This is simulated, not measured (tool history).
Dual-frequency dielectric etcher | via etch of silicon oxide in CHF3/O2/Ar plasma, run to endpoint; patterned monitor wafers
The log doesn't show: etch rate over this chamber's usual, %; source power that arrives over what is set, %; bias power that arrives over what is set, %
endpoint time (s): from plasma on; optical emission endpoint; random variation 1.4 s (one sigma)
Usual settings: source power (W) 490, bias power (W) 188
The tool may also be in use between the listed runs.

run   hour  source power (W)  bias power (W)  wafers since the last listed run  hours since the last wet clean  hours since the last source power generator calibration  hours since the last bias power generator calibration  hours since the last upper electrode change  incoming incoming film thickness, nm  endpoint time (s)
  1      0               550             167                                 0                           575.6                                                     3170                                                 2231.8                                       2840.3                                 641.9              349.1
  2   15.1               550             167                                66                           590.7                                                   3185.1                                                 2246.9                                       2855.4                                   639              346.2
  3   26.5               520             175                                50                           602.1                                                   3196.5                                                 2258.3                                       2866.8                                 637.2              351.3
  4   36.5               490             188                                43                           612.1                                                   3206.5                                                 2268.3                                       2876.8                                 643.9              356.6
  5     47               490             188                                46                           622.6                                                     3217                                                 2278.8                                       2887.3                                 644.2                355
  6   62.1               490             188                                66                           637.7                                                   3232.1                                                 2293.9                                       2902.4                                 638.5              353.3
  7   76.9               490             188                                64                           652.5                                                   3246.9                                                 2308.7                                       2917.2                                 638.2              355.4
     102.7  -- wet clean of the chamber
  8  103.2               490             188                                10                             0.5                                                   3273.2                                                   2335                                       2943.5                                 642.9              338.9
  9  103.7               490             188                                 2                               1                                                   3273.7                                                 2335.5                                         2944                                 645.4              341.7
 10  109.9               580             188                                27                             7.2                                                   3279.9                                                 2341.7                                       2950.2                                 642.8              311.7
       124  -- bias power generator calibrated
     141.8  -- upper electrode replaced
 11  142.3               370             159                                46                            39.6                                                   3312.3                                                   18.3                                          0.5                                 641.4              429.3
 12  142.7               600             204                                 1                              40                                                   3312.7                                                   18.7                                          0.9                                 642.6              295.3
 13  143.1               440             214                                 1                            40.4                                                   3313.1                                                   19.1                                          1.3                                   642              339.2
 14  149.6               410             170                                28                            46.9                                                   3319.6                                                   25.6                                          7.8                                 638.1              391.6
 15  158.8               490             188                                40                            56.1                                                   3328.8                                                   34.8                                           17                                 641.7              339.9
     173.7  -- source power generator calibrated
 16  174.2               550             205                                50                            71.5                                                      0.5                                                   50.2                                         32.4                                 646.2                311
 17  185.1               490             223                                47                            82.4                                                     11.4                                                   61.1                                         43.3                                 641.4              316.5
 18  200.8               490             188                                68                            98.1                                                     27.1                                                   76.8                                           59                                 642.2              339.4
 19  207.8               570             206                                30                           105.1                                                     34.1                                                   83.8                                           66                                 639.1              303.2
 20  221.2               430             188                                58                           118.5                                                     47.5                                                   97.2                                         79.4                                 642.8              369.9

Measured less the same run without the tool's hidden state. The same run-to-run variation is in both; the gauge's scatter may not be:
run  endpoint time (s)
  1              +16.3
  2              +16.5
  3              +17.2
  4              +17.7
  5                +18
  6              +18.4
  7                +19
  8               +0.2
  9               +0.2
 10               +0.3
 11               +1.7
 12               +1.2
 13               +1.4
 14               +1.7
 15               +1.9
 16               +2.1
 17               +2.4
 18               +3.1
 19                 +3
 20                 +4
